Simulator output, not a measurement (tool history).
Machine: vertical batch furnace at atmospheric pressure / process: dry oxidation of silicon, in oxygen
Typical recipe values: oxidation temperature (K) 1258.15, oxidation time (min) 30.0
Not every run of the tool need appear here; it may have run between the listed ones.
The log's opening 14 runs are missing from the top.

run    hour  oxidation temperature (K)  oxidation time (min)  wafers since the last listed run  hours since the last temperature calibration  hours since the boat lift was adjusted  hours since the gauge calibration  read-back reference wafer on the same gauge, thickness  oxide thickness on the monitor wafer (nm)
 15   737.0                    1258.15                  30.0                               506                                        1914.1                                  3340.8                              267.2                                                   21.83                                      24.87
 16   782.9                    1258.15                  30.0                               431                                        1960.0                                  3386.7                              313.1                                                   21.79                                      24.83
 17   839.7                    1258.15                  30.0                               533                                        2016.8                                  3443.5                              369.9                                                   21.73                                      24.80
 18   876.6                    1258.15                  30.0                               346                                        2053.7                                  3480.4                              406.8                                                   21.74                                      24.82
 19   915.8                    1258.15                  30.0                               368                                        2092.9                                  3519.6                              446.0                                                   21.72                                      24.79
 20   952.7                    1240.15                  15.0                               346                                        2129.8                                  3556.5                              482.9                                                   21.71                                      14.09
 21  1014.3                    1258.15                  30.0                               578                                        2191.4                                  3618.1                              544.5                                                   21.67                                      24.66
     1048.7  -- boat lift adjusted
 22  1050.4                    1266.15                  35.5                               113                                        2227.5                                     1.7                              580.6                                                   21.64                                      29.39
 23  1094.7                    1278.15                  17.5                               416                                        2271.8                                    46.0                              624.9                                                   21.56                                      22.25
 24  1144.6                    1258.15                  42.0                               468                                        2321.7                                    95.9                              674.8                                                   21.52                                      30.02
     1219.3  -- thermocouples replaced and temperature profile calibrated
 25  1219.8                    1280.15                  30.0                               481                                           0.5                                   171.1                              750.0                                                   21.40                                      30.43
 26  1262.2                    1276.15                  26.0                               398                                          42.9                                   213.5                              792.4                                                   21.38                                      26.91
 27  1300.6                    1237.15                  25.5                               360                                          81.3                                   251.9                              830.8                                                   21.32                                      18.48
 28  1364.6                    1258.15                  23.5                               601                                         145.3                                   315.9                              894.8                                                   21.25                                      21.23
 29  1409.4                    1270.15                  30.0                               421                                         190.1                                   360.7                              939.6                                                   21.16                                      27.58
 30  1436.5                    1258.15                  30.0                               254                                         217.2                                   387.8                              966.7                                                   21.11                                      24.25
     1463.6  -- gauge calibrated
 31  1504.3                    1279.15                  16.5                               637                                         285.0                                   455.6                               40.7                                                   22.24                                      22.56

Predict the results of run 32:
 32  1570.0                    1258.15                  24.0                               617                                         350.7                                   521.3                              106.4                                                       ?                                          ?

{"run 32": {"read-back reference wafer on the same gauge, thickness": 22.26, "oxide thickness on the monitor wafer (nm)": 22.49}}
On a tool with no hidden condition, and with the same random variation, this run would have come out at oxide thickness on the monitor wafer (nm) 22.34.

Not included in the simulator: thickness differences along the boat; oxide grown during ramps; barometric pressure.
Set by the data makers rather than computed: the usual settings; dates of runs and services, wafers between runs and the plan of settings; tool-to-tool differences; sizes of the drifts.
